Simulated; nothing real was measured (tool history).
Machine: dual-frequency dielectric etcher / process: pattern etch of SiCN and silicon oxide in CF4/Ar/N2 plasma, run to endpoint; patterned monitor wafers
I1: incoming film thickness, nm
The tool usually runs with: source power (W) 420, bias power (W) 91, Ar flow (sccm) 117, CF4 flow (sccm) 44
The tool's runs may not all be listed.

run 1 hour=0 | source_power_(W)=420 bias_power_(W)=91 Ar_flow_(sccm)=117 CF4_flow_(sccm)=44 | I1=15.03 | endpoint_time_(s)=18.9
-- hour=9.9 bias power generator calibrated
run 2 hour=16.9 | source_power_(W)=420 bias_power_(W)=91 Ar_flow_(sccm)=117 CF4_flow_(sccm)=44 | I1=15.37 | endpoint_time_(s)=19.3
run 3 hour=33.8 | source_power_(W)=420 bias_power_(W)=105 Ar_flow_(sccm)=117 CF4_flow_(sccm)=44 | I1=15.1 | endpoint_time_(s)=17.9
run 4 hour=43.7 | source_power_(W)=400 bias_power_(W)=91 Ar_flow_(sccm)=117 CF4_flow_(sccm)=44 | I1=15.11 | endpoint_time_(s)=19.6
run 5 hour=59.1 | source_power_(W)=420 bias_power_(W)=91 Ar_flow_(sccm)=117 CF4_flow_(sccm)=44 | I1=15.13 | endpoint_time_(s)=18.8
-- hour=87.8 wet clean of the chamber
run 6 hour=88.3 | source_power_(W)=510 bias_power_(W)=70 Ar_flow_(sccm)=145 CF4_flow_(sccm)=41 | I1=15.1 | endpoint_time_(s)=20
run 7 hour=88.6 | source_power_(W)=500 bias_power_(W)=91 Ar_flow_(sccm)=117 CF4_flow_(sccm)=44 | I1=15.06 | endpoint_time_(s)=17.7
run 8 hour=89.4 | source_power_(W)=420 bias_power_(W)=91 Ar_flow_(sccm)=117 CF4_flow_(sccm)=44 | I1=14.95 | endpoint_time_(s)=18.7
run 9 hour=103.9 | source_power_(W)=420 bias_power_(W)=91 Ar_flow_(sccm)=117 CF4_flow_(sccm)=44 | I1=15.07 | endpoint_time_(s)=19
-- hour=116.5 Ar flow controller replaced
run 10 hour=117 | source_power_(W)=420 bias_power_(W)=91 Ar_flow_(sccm)=117 CF4_flow_(sccm)=44 | I1=15.06 | endpoint_time_(s)=18.7
run 11 hour=124.3 | source_power_(W)=420 bias_power_(W)=73 Ar_flow_(sccm)=117 CF4_flow_(sccm)=51 | I1=15.1 | endpoint_time_(s)=19.8
run 12 hour=134.8 | source_power_(W)=470 bias_power_(W)=78 Ar_flow_(sccm)=107 CF4_flow_(sccm)=52 | I1=14.98 | endpoint_time_(s)=18
-- hour=145.7 CF4 flow controller replaced
run 13 hour=147 | source_power_(W)=360 bias_power_(W)=91 Ar_flow_(sccm)=144 CF4_flow_(sccm)=33 | I1=15.18 | endpoint_time_(s)=22.3
-- hour=152.8 source power generator calibrated
run 14 hour=160.5 | source_power_(W)=420 bias_power_(W)=91 Ar_flow_(sccm)=117 CF4_flow_(sccm)=44 | I1=15.12 | endpoint_time_(s)=18.6
run 15 hour=176.9 | source_power_(W)=420 bias_power_(W)=91 Ar_flow_(sccm)=117 CF4_flow_(sccm)=44 | I1=15.24 | endpoint_time_(s)=18.9
run 16 hour=194.5 | source_power_(W)=420 bias_power_(W)=91 Ar_flow_(sccm)=117 CF4_flow_(sccm)=44 | I1=15.06 | endpoint_time_(s)=19

Predict the results of run 17:
-- hour=233.4 upper electrode replaced
run 17 hour=233.9 | source_power_(W)=420 bias_power_(W)=71 Ar_flow_(sccm)=125 CF4_flow_(sccm)=44 | I1=15.17 | endpoint_time_(s)=?

{"run 17": {"endpoint time (s)": 21.1}}
The same run, on a tool lacking any hidden state, would have yielded endpoint time (s) 21.1.

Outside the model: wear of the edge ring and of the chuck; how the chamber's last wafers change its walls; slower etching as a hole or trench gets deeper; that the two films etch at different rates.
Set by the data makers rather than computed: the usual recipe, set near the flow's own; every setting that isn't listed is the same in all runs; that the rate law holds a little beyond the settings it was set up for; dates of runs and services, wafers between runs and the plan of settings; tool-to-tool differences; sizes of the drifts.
